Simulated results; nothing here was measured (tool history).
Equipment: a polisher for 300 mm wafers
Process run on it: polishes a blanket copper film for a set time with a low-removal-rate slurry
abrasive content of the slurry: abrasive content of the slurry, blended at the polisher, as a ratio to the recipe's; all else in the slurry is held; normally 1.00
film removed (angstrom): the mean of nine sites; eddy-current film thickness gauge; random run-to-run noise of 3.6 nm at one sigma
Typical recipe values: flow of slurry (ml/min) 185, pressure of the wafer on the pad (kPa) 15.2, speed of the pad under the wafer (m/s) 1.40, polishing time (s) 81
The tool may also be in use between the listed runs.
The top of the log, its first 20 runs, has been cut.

run	hour	flow of slurry (ml/min)	pressure of the wafer on the pad (kPa)	speed of the pad under the wafer (m/s)	abrasive content of the slurry	polishing time (s)	incoming thickness of the incoming film, nm	film removed (angstrom)
21	622.7	185	15.2	1.40	1.00	81	1098.0	2637
22	655.4	185	15.2	1.40	1.00	101	1090.5	3345
# hour 675.0: worn pad replaced by a new one
23	677.2	185	15.2	1.30	1.00	81	1116.4	2439
24	701.2	185	15.2	1.40	1.00	81	1087.8	2618
25	729.9	185	11.7	1.64	0.85	61	1100.2	1735
26	760.0	215	15.2	1.74	1.00	81	1105.8	3269
# hour 763.7: slurry nozzle cleaned
# hour 786.6: slurry blender recalibrated
27	791.2	185	10.3	1.40	1.00	81	1104.8	1862
28	811.5	185	15.2	1.40	1.00	101	1086.1	3417
29	824.6	215	18.6	1.40	1.00	103	1103.2	4262
# hour 849.8: worn pad replaced by a new one
30	857.4	185	11.0	1.40	1.00	81	1117.1	2014
31	871.1	185	15.2	1.40	1.00	81	1120.4	2678

3 ways to go on from here, each from the tool as it stands after run 31. What would each give?
A	871.5	185	15.2	1.40	1.00	81	1121.1	?
B	871.5	185	15.2	1.40	1.20	100	1121.1	?
C	871.5	185	15.2	1.40	1.20	81	1121.1	?

run	film removed (angstrom)
A	2643
B	3464
C	2806
The same runs, with their run-to-run variation unchanged, on a tool lacking any hidden condition would have given:
run	film removed (angstrom)
A	2677
B	3508
C	2841

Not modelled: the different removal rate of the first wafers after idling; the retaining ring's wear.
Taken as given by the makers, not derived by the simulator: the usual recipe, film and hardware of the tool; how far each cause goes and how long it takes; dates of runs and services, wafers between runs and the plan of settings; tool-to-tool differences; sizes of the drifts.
